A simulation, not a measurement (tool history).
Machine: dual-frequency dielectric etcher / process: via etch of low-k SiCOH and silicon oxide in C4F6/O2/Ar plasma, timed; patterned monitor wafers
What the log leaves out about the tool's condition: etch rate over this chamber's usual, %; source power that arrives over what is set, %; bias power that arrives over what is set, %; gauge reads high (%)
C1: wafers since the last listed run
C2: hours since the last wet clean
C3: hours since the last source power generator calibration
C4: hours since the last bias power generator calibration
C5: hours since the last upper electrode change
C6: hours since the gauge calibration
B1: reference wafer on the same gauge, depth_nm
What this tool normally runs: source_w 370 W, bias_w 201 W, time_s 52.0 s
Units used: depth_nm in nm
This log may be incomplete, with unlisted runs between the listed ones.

Run 1, hour 0.0: usual settings; C1 0; C2 127.2; C3 1206.0; C4 4708.5; C5 4266.1; C6 82.1; B1 170.2. Result: depth_nm 160.9 nm.
Run 2, hour 12.6: usual settings; C1 214; C2 139.8; C3 1218.6; C4 4721.1; C5 4278.7; C6 94.7; B1 170.2. Result: depth_nm 162.4 nm.
Run 3, hour 38.6: usual settings; C1 442; C2 165.8; C3 1244.6; C4 4747.1; C5 4304.7; C6 120.7; B1 169.7. Result: depth_nm 162.5 nm.
Run 4, hour 68.2: usual settings; C1 503; C2 195.4; C3 1274.2; C4 4776.7; C5 4334.3; C6 150.3; B1 170.0. Result: depth_nm 162.9 nm.
Run 5, hour 89.2: usual settings; C1 357; C2 216.4; C3 1295.2; C4 4797.7; C5 4355.3; C6 171.3; B1 169.9. Result: depth_nm 162.1 nm.
Run 6, hour 112.7: usual settings but bias_w 172 W; C1 399; C2 239.9; C3 1318.7; C4 4821.2; C5 4378.8; C6 194.8; B1 170.1. Result: depth_nm 157.0 nm.
Run 7, hour 138.6: usual settings but bias_w 172 W; C1 440; C2 265.8; C3 1344.6; C4 4847.1; C5 4404.7; C6 220.7; B1 169.9. Result: depth_nm 159.0 nm.
Run 8, hour 174.6: usual settings but bias_w 172 W; C1 612; C2 301.8; C3 1380.6; C4 4883.1; C5 4440.7; C6 256.7; B1 169.6. Result: depth_nm 157.5 nm.
Run 9, hour 200.1: usual settings; C1 433; C2 327.3; C3 1406.1; C4 4908.6; C5 4466.2; C6 282.2; B1 170.0. Result: depth_nm 164.0 nm.
Run 10, hour 222.7: usual settings; C1 384; C2 349.9; C3 1428.7; C4 4931.2; C5 4488.8; C6 304.8; B1 170.2. Result: depth_nm 165.6 nm.
Run 11, hour 238.2: usual settings; C1 263; C2 365.4; C3 1444.2; C4 4946.7; C5 4504.3; C6 320.3; B1 170.3. Result: depth_nm 164.6 nm.
Run 12, hour 272.0: usual settings but bias_w 179 W, time_s 44.5 s; C1 574; C2 399.2; C3 1478.0; C4 4980.5; C5 4538.1; C6 354.1; B1 170.1. Result: depth_nm 138.6 nm.
At hour 276.8: gauge calibrated.
At hour 322.3: wet clean of the chamber.
Run 13, hour 322.8: usual settings; C1 455; C2 0.5; C3 1528.8; C4 5031.3; C5 4588.9; C6 46.0; B1 169.7. Result: depth_nm 159.1 nm.
Run 14, hour 325.4: usual settings but time_s 44.0 s; C1 44; C2 3.1; C3 1531.4; C4 5033.9; C5 4591.5; C6 48.6; B1 170.0. Result: depth_nm 135.4 nm.
Run 15, hour 340.2: usual settings but time_s 44.0 s; C1 251; C2 17.9; C3 1546.2; C4 5048.7; C5 4606.3; C6 63.4; B1 170.0. Result: depth_nm 134.4 nm.
Run 16, hour 444.5: usual settings but source_w 410 W, time_s 47.5 s; C1 1773; C2 122.2; C3 1650.5; C4 5153.0; C5 4710.6; C6 167.7; B1 170.1. Result: depth_nm 153.0 nm.
Run 17, hour 474.5: usual settings; C1 510; C2 152.2; C3 1680.5; C4 5183.0; C5 4740.6; C6 197.7; B1 170.0. Result: depth_nm 161.4 nm.
At hour 509.2: source power generator calibrated.
Run 18, hour 509.7: usual settings but source_w 410 W, bias_w 187 W, time_s 59.0 s; C1 530; C2 187.4; C3 0.5; C4 5218.2; C5 4775.8; C6 232.9; B1 170.1. Result: depth_nm 187.2 nm.
At hour 519.5: bias power generator calibrated.
Run 19, hour 536.5: usual settings but source_w 310 W, bias_w 173 W; C1 387; C2 214.2; C3 27.3; C4 17.0; C5 4802.6; C6 259.7; B1 169.7. Result: depth_nm 150.0 nm.
Run 20, hour 571.7: usual settings but source_w 290 W, bias_w 226 W, time_s 60.0 s; C1 598; C2 249.4; C3 62.5; C4 52.2; C5 4837.8; C6 294.9; B1 170.1. Result: depth_nm 182.4 nm.
Run 21, hour 592.9: usual settings but source_w 420 W; C1 360; C2 270.6; C3 83.7; C4 73.4; C5 4859.0; C6 316.1; B1 170.1. Result: depth_nm 171.7 nm.
At hour 632.3: upper electrode replaced.
Run 22, hour 632.8: usual settings but source_w 400 W; C1 270; C2 310.5; C3 123.6; C4 113.3; C5 0.5; C6 356.0; B1 170.2. Result: depth_nm 168.9 nm.

Run 23 has not been measured yet. What should we expect?
Run 23, hour 637.1: usual settings but bias_w 218 W; C1 73; C2 314.8; C3 127.9; C4 117.6; C5 4.8; C6 360.3; B1 ?. Result: depth_nm ?.

Run 23 produced B1 169.6, depth_nm 168.4 nm.
The same run, on a tool lacking any hidden state, would have yielded depth_nm 161.6 nm.

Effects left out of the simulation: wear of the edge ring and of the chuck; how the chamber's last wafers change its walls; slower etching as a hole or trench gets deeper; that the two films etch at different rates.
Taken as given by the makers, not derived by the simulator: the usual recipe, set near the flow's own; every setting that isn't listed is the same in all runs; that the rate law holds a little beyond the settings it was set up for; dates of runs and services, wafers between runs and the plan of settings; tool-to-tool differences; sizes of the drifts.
